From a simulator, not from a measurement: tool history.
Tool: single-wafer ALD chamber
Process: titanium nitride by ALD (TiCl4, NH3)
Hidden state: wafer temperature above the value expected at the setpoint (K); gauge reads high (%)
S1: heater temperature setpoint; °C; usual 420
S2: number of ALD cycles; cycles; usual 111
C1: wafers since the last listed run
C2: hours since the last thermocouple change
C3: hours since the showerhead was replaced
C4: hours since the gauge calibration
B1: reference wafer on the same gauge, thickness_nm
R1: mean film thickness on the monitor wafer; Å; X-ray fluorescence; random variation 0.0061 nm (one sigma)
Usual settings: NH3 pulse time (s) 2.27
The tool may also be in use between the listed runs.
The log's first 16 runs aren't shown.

run 17 hour=886.2 | S1=420 S2=111 NH3_pulse_time_(s)=2.55 | C1=112 C2=1057.0 C3=4707.0 C4=2503.4 | B1=2.185 | R1=24.17
run 18 hour=938.4 | S1=420 S2=111 NH3_pulse_time_(s)=2.55 | C1=144 C2=1109.2 C3=4759.2 C4=2555.6 | B1=2.183 | R1=24.10
-- hour=955.5 gauge calibrated
run 19 hour=999.1 | S1=420 S2=111 NH3_pulse_time_(s)=2.27 | C1=168 C2=1169.9 C3=4819.9 C4=43.6 | B1=2.221 | R1=24.33
run 20 hour=1049.7 | S1=420 S2=111 NH3_pulse_time_(s)=2.27 | C1=140 C2=1220.5 C3=4870.5 C4=94.2 | B1=2.221 | R1=24.33
run 21 hour=1115.6 | S1=420 S2=97 NH3_pulse_time_(s)=2.27 | C1=182 C2=1286.4 C3=4936.4 C4=160.1 | B1=2.219 | R1=21.41
run 22 hour=1176.9 | S1=424 S2=111 NH3_pulse_time_(s)=1.55 | C1=169 C2=1347.7 C3=4997.7 C4=221.4 | B1=2.220 | R1=23.99
run 23 hour=1214.9 | S1=420 S2=111 NH3_pulse_time_(s)=2.27 | C1=105 C2=1385.7 C3=5035.7 C4=259.4 | B1=2.220 | R1=24.41
run 24 hour=1269.9 | S1=427 S2=94 NH3_pulse_time_(s)=1.93 | C1=152 C2=1440.7 C3=5090.7 C4=314.4 | B1=2.220 | R1=20.56
-- hour=1327.5 thermocouple changed; heater temperature recalibrated
run 25 hour=1332.6 | S1=414 S2=128 NH3_pulse_time_(s)=2.98 | C1=151 C2=5.1 C3=5153.4 C4=377.1 | B1=2.220 | R1=28.31
run 26 hour=1370.5 | S1=420 S2=125 NH3_pulse_time_(s)=3.16 | C1=104 C2=43.0 C3=5191.3 C4=415.0 | B1=2.220 | R1=27.75
run 27 hour=1427.3 | S1=413 S2=111 NH3_pulse_time_(s)=2.70 | C1=157 C2=99.8 C3=5248.1 C4=471.8 | B1=2.219 | R1=24.49
run 28 hour=1464.7 | S1=405 S2=127 NH3_pulse_time_(s)=1.53 | C1=103 C2=137.2 C3=5285.5 C4=509.2 | B1=2.218 | R1=27.19
run 29 hour=1525.1 | S1=415 S2=111 NH3_pulse_time_(s)=2.27 | C1=167 C2=197.6 C3=5345.9 C4=569.6 | B1=2.223 | R1=24.26
run 30 hour=1560.4 | S1=420 S2=96 NH3_pulse_time_(s)=2.27 | C1=97 C2=232.9 C3=5381.2 C4=604.9 | B1=2.219 | R1=21.03
-- hour=1593.3 showerhead replaced
run 31 hour=1603.0 | S1=427 S2=90 NH3_pulse_time_(s)=3.00 | C1=95 C2=275.5 C3=9.7 C4=647.5 | B1=2.217 | R1=20.02
run 32 hour=1641.6 | S1=420 S2=111 NH3_pulse_time_(s)=2.27 | C1=106 C2=314.1 C3=48.3 C4=686.1 | B1=2.216 | R1=24.23
run 33 hour=1672.1 | S1=432 S2=100 NH3_pulse_time_(s)=2.27 | C1=84 C2=344.6 C3=78.8 C4=716.6 | B1=2.218 | R1=21.94
run 34 hour=1703.1 | S1=410 S2=132 NH3_pulse_time_(s)=3.07 | C1=85 C2=375.6 C3=109.8 C4=747.6 | B1=2.216 | R1=29.13
run 35 hour=1774.1 | S1=425 S2=123 NH3_pulse_time_(s)=2.67 | C1=196 C2=446.6 C3=180.8 C4=818.6 | B1=2.217 | R1=27.21
run 36 hour=1844.2 | S1=428 S2=111 NH3_pulse_time_(s)=2.27 | C1=194 C2=516.7 C3=250.9 C4=888.7 | B1=2.215 | R1=24.41
run 37 hour=1897.1 | S1=420 S2=111 NH3_pulse_time_(s)=1.49 | C1=146 C2=569.6 C3=303.8 C4=941.6 | B1=2.215 | R1=23.93
run 38 hour=1953.8 | S1=420 S2=111 NH3_pulse_time_(s)=2.27 | C1=157 C2=626.3 C3=360.5 C4=998.3 | B1=2.215 | R1=24.39
run 39 hour=1990.2 | S1=420 S2=111 NH3_pulse_time_(s)=2.27 | C1=100 C2=662.7 C3=396.9 C4=1034.7 | B1=2.217 | R1=24.43
run 40 hour=2050.5 | S1=434 S2=100 NH3_pulse_time_(s)=1.41 | C1=167 C2=723.0 C3=457.2 C4=1095.0 | B1=2.216 | R1=21.56

3 ways to go on from here, each from the tool as it stands after run 40. What would each give?
run A hour=2051.2 | S1=420 S2=111 NH3_pulse_time_(s)=2.86 | C1=1 C2=723.7 C3=457.9 C4=1095.7 | B1=? | R1=?
run B hour=2051.2 | S1=433 S2=98 NH3_pulse_time_(s)=2.27 | C1=1 C2=723.7 C3=457.9 C4=1095.7 | B1=? | R1=?
run C hour=2051.2 | S1=420 S2=111 NH3_pulse_time_(s)=1.66 | C1=1 C2=723.7 C3=457.9 C4=1095.7 | B1=? | R1=?

run=A B1=2.216 R1=24.61
run=B B1=2.216 R1=21.60
run=C B1=2.216 R1=24.11
Without the tool's hidden state the same runs would have given:
run=A R1=24.67
run=B R1=21.65
run=C R1=24.17

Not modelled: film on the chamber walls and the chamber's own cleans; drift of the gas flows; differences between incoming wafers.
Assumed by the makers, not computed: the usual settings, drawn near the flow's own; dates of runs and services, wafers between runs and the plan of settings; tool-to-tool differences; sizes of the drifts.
